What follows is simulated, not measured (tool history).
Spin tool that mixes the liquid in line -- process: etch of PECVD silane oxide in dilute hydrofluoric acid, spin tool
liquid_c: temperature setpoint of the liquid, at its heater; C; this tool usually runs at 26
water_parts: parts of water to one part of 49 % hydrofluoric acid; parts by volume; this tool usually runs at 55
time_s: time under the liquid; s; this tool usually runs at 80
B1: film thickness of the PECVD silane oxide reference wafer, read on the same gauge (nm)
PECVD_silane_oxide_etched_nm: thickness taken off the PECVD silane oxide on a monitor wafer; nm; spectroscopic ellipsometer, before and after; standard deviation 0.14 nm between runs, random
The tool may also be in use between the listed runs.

{"run": 1, "hour": 0.0, "liquid_c": 26, "water_parts": 55, "time_s": 105, "B1": 99.98, "PECVD_silane_oxide_etched_nm": 50.67}
{"run": 2, "hour": 15.3, "liquid_c": 26, "water_parts": 55, "time_s": 105, "B1": 99.99, "PECVD_silane_oxide_etched_nm": 51.26}
{"run": 3, "hour": 47.5, "liquid_c": 26, "water_parts": 55, "time_s": 105, "B1": 99.98, "PECVD_silane_oxide_etched_nm": 51.15}
{"hour": 70.3, "done": "gauge calibrated"}
{"run": 4, "hour": 70.4, "liquid_c": 26, "water_parts": 55, "time_s": 65, "B1": 100.02, "PECVD_silane_oxide_etched_nm": 31.57}
{"hour": 95.0, "done": "hydrofluoric acid flow meter replaced"}
{"run": 5, "hour": 99.7, "liquid_c": 26, "water_parts": 55, "time_s": 65, "B1": 100.01, "PECVD_silane_oxide_etched_nm": 30.42}
{"run": 6, "hour": 118.3, "liquid_c": 26, "water_parts": 55, "time_s": 80, "B1": 100.02, "PECVD_silane_oxide_etched_nm": 37.61}
{"run": 7, "hour": 140.2, "liquid_c": 26, "water_parts": 55, "time_s": 80, "B1": 100.02, "PECVD_silane_oxide_etched_nm": 37.31}
{"run": 8, "hour": 172.8, "liquid_c": 26, "water_parts": 35, "time_s": 80, "B1": 99.98, "PECVD_silane_oxide_etched_nm": 60.98}
{"run": 9, "hour": 188.5, "liquid_c": 26, "water_parts": 35, "time_s": 80, "B1": 99.99, "PECVD_silane_oxide_etched_nm": 61.3}
{"run": 10, "hour": 202.8, "liquid_c": 26, "water_parts": 55, "time_s": 80, "B1": 99.99, "PECVD_silane_oxide_etched_nm": 38.01}
{"run": 11, "hour": 237.9, "liquid_c": 26, "water_parts": 55, "time_s": 80, "B1": 99.98, "PECVD_silane_oxide_etched_nm": 37.99}
{"hour": 246.6, "done": "thermometer replaced"}
{"run": 12, "hour": 272.0, "liquid_c": 26, "water_parts": 40, "time_s": 80, "B1": 100.02, "PECVD_silane_oxide_etched_nm": 53.28}
{"run": 13, "hour": 306.4, "liquid_c": 26, "water_parts": 40, "time_s": 80, "B1": 100, "PECVD_silane_oxide_etched_nm": 53.52}
{"run": 14, "hour": 369.4, "liquid_c": 26, "water_parts": 55, "time_s": 80, "B1": 100, "PECVD_silane_oxide_etched_nm": 38.3}
{"run": 15, "hour": 400.5, "liquid_c": 26, "water_parts": 55, "time_s": 80, "B1": 100, "PECVD_silane_oxide_etched_nm": 38.59}
{"run": 16, "hour": 423.1, "liquid_c": 26, "water_parts": 55, "time_s": 45, "B1": 100.02, "PECVD_silane_oxide_etched_nm": 21.57}
{"run": 17, "hour": 445.4, "liquid_c": 22, "water_parts": 80, "time_s": 120, "B1": 100, "PECVD_silane_oxide_etched_nm": 32.68}
{"run": 18, "hour": 462.0, "liquid_c": 26, "water_parts": 55, "time_s": 100, "B1": 100, "PECVD_silane_oxide_etched_nm": 48.24}
{"run": 19, "hour": 477.7, "liquid_c": 23, "water_parts": 75, "time_s": 40, "B1": 99.99, "PECVD_silane_oxide_etched_nm": 12.28}
{"run": 20, "hour": 490.7, "liquid_c": 26, "water_parts": 55, "time_s": 80, "B1": 100.03, "PECVD_silane_oxide_etched_nm": 38.77}
{"run": 21, "hour": 503.9, "liquid_c": 26, "water_parts": 40, "time_s": 60, "B1": 99.97, "PECVD_silane_oxide_etched_nm": 40.79}
{"run": 22, "hour": 522.8, "liquid_c": 26, "water_parts": 55, "time_s": 80, "B1": 99.99, "PECVD_silane_oxide_etched_nm": 38.91}
{"run": 23, "hour": 539.5, "liquid_c": 22.5, "water_parts": 85, "time_s": 30, "B1": 100.01, "PECVD_silane_oxide_etched_nm": 7.87}
{"hour": 551.6, "done": "gauge calibrated"}
{"hour": 553.6, "done": "hydrofluoric acid flow meter replaced"}
{"run": 24, "hour": 574.4, "liquid_c": 27.5, "water_parts": 65, "time_s": 110, "B1": 99.99, "PECVD_silane_oxide_etched_nm": 45.66}
{"run": 25, "hour": 588.5, "liquid_c": 26, "water_parts": 55, "time_s": 80, "B1": 100.01, "PECVD_silane_oxide_etched_nm": 37.59}
{"run": 26, "hour": 602.1, "liquid_c": 23.5, "water_parts": 65, "time_s": 110, "B1": 100, "PECVD_silane_oxide_etched_nm": 38.83}
{"run": 27, "hour": 636.3, "liquid_c": 29, "water_parts": 45, "time_s": 80, "B1": 99.99, "PECVD_silane_oxide_etched_nm": 53.15}
{"run": 28, "hour": 664.6, "liquid_c": 27.5, "water_parts": 75, "time_s": 80, "B1": 100, "PECVD_silane_oxide_etched_nm": 28.51}
{"run": 29, "hour": 682.6, "liquid_c": 26, "water_parts": 55, "time_s": 80, "B1": 99.99, "PECVD_silane_oxide_etched_nm": 38}
{"run": 30, "hour": 717.4, "liquid_c": 26, "water_parts": 40, "time_s": 80, "B1": 99.99, "PECVD_silane_oxide_etched_nm": 52.87}

Had the tool no unlogged condition, and each run kept its random variation, what would the results have been?
Hidden state present: liquid hotter than its thermometer reads (K); hydrofluoric acid flow above the setpoint (%); gauge reads high (%).
run=1 PECVD_silane_oxide_etched_nm=48.66
run=2 PECVD_silane_oxide_etched_nm=49.17
run=3 PECVD_silane_oxide_etched_nm=48.95
run=4 PECVD_silane_oxide_etched_nm=30.15
run=5 PECVD_silane_oxide_etched_nm=30.15
run=6 PECVD_silane_oxide_etched_nm=37.22
run=7 PECVD_silane_oxide_etched_nm=36.86
run=8 PECVD_silane_oxide_etched_nm=60.11
run=9 PECVD_silane_oxide_etched_nm=60.35
run=10 PECVD_silane_oxide_etched_nm=37.36
run=11 PECVD_silane_oxide_etched_nm=37.23
run=12 PECVD_silane_oxide_etched_nm=52.1
run=13 PECVD_silane_oxide_etched_nm=52.2
run=14 PECVD_silane_oxide_etched_nm=37.14
run=15 PECVD_silane_oxide_etched_nm=37.32
run=16 PECVD_silane_oxide_etched_nm=20.83
run=17 PECVD_silane_oxide_etched_nm=31.48
run=18 PECVD_silane_oxide_etched_nm=46.44
run=19 PECVD_silane_oxide_etched_nm=11.8
run=20 PECVD_silane_oxide_etched_nm=37.22
run=21 PECVD_silane_oxide_etched_nm=39.15
run=22 PECVD_silane_oxide_etched_nm=37.27
run=23 PECVD_silane_oxide_etched_nm=7.52
run=24 PECVD_silane_oxide_etched_nm=45.2
run=25 PECVD_silane_oxide_etched_nm=37.17
run=26 PECVD_silane_oxide_etched_nm=38.35
run=27 PECVD_silane_oxide_etched_nm=52.36
run=28 PECVD_silane_oxide_etched_nm=28.01
run=29 PECVD_silane_oxide_etched_nm=37.29
run=30 PECVD_silane_oxide_etched_nm=51.76
